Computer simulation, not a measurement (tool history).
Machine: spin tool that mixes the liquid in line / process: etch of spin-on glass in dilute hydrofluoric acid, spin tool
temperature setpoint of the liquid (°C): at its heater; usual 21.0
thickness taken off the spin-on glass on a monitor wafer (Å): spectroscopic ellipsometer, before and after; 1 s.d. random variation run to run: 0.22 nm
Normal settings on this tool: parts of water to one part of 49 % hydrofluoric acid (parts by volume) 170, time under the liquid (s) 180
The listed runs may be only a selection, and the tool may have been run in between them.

| run | hour | temperature setpoint of the liquid (°C) | parts of water to one part of 49 % hydrofluoric acid (parts by volume) | time under the liquid (s) | wafers since the last listed run | hours since the thermometer was replaced | hours since the hydrofluoric acid flow meter was replaced | hours since the gauge calibration | read-back film thickness of the spin-on glass reference wafer, read on the same gauge (nm) | thickness taken off the spin-on glass on a monitor wafer (Å) |
|---|---|---|---|---|---|---|---|---|---|---|
| 1 | 0.0 | 21.0 | 170 | 180 | 0 | 528.2 | 298.3 | 744.2 | 30.01 | 277.1 |
| 2 | 186.2 | 23.5 | 170 | 180 | 1744 | 714.4 | 484.5 | 930.4 | 30.00 | 300.0 |
| 3 | 276.1 | 23.5 | 170 | 180 | 842 | 804.3 | 574.4 | 1020.3 | 30.02 | 300.7 |
| 4 | 336.6 | 23.5 | 170 | 180 | 566 | 864.8 | 634.9 | 1080.8 | 30.00 | 296.1 |
| 5 | 375.7 | 21.0 | 170 | 180 | 366 | 903.9 | 674.0 | 1119.9 | 30.02 | 275.5 |
| 6 | 472.1 | 21.0 | 170 | 180 | 903 | 1000.3 | 770.4 | 1216.3 | 29.98 | 271.6 |
| 7 | 573.3 | 21.0 | 170 | 180 | 948 | 1101.5 | 871.6 | 1317.5 | 30.01 | 270.6 |
| 8 | 636.1 | 18.0 | 170 | 180 | 588 | 1164.3 | 934.4 | 1380.3 | 30.03 | 237.2 |
|  | 672.8 | gauge calibrated |
|  | 725.7 | hydrofluoric acid flow meter replaced |
| 9 | 731.1 | 18.0 | 170 | 180 | 880 | 1259.3 | 5.4 | 58.3 | 29.99 | 227.4 |
| 10 | 834.3 | 18.0 | 170 | 180 | 967 | 1362.5 | 108.6 | 161.5 | 29.98 | 223.8 |
| 11 | 918.1 | 21.0 | 170 | 180 | 785 | 1446.3 | 192.4 | 245.3 | 29.96 | 251.4 |
|  | 983.6 | hydrofluoric acid flow meter replaced, repeated, since the last time left the tool worse |
| 12 | 986.2 | 21.0 | 170 | 180 | 628 | 1514.4 | 2.6 | 313.4 | 29.98 | 279.5 |
| 13 | 1036.7 | 21.0 | 125 | 125 | 473 | 1564.9 | 53.1 | 363.9 | 29.99 | 280.8 |
| 14 | 1094.0 | 21.0 | 130 | 110 | 536 | 1622.2 | 110.4 | 421.2 | 29.99 | 237.1 |

Run 15 is up next; what results do you expect?
| 15 | 1196.3 | 19.0 | 170 | 85 | 958 | 1724.5 | 212.7 | 523.5 | ? | ? |

read-back film thickness of the spin-on glass reference wafer, read on the same gauge (nm): 30.00
thickness taken off the spin-on glass on a monitor wafer (Å): 122.4
With the hidden condition absent and the run-to-run variation left alone, this run would have shown thickness taken off the spin-on glass on a monitor wafer (Å) 123.8.
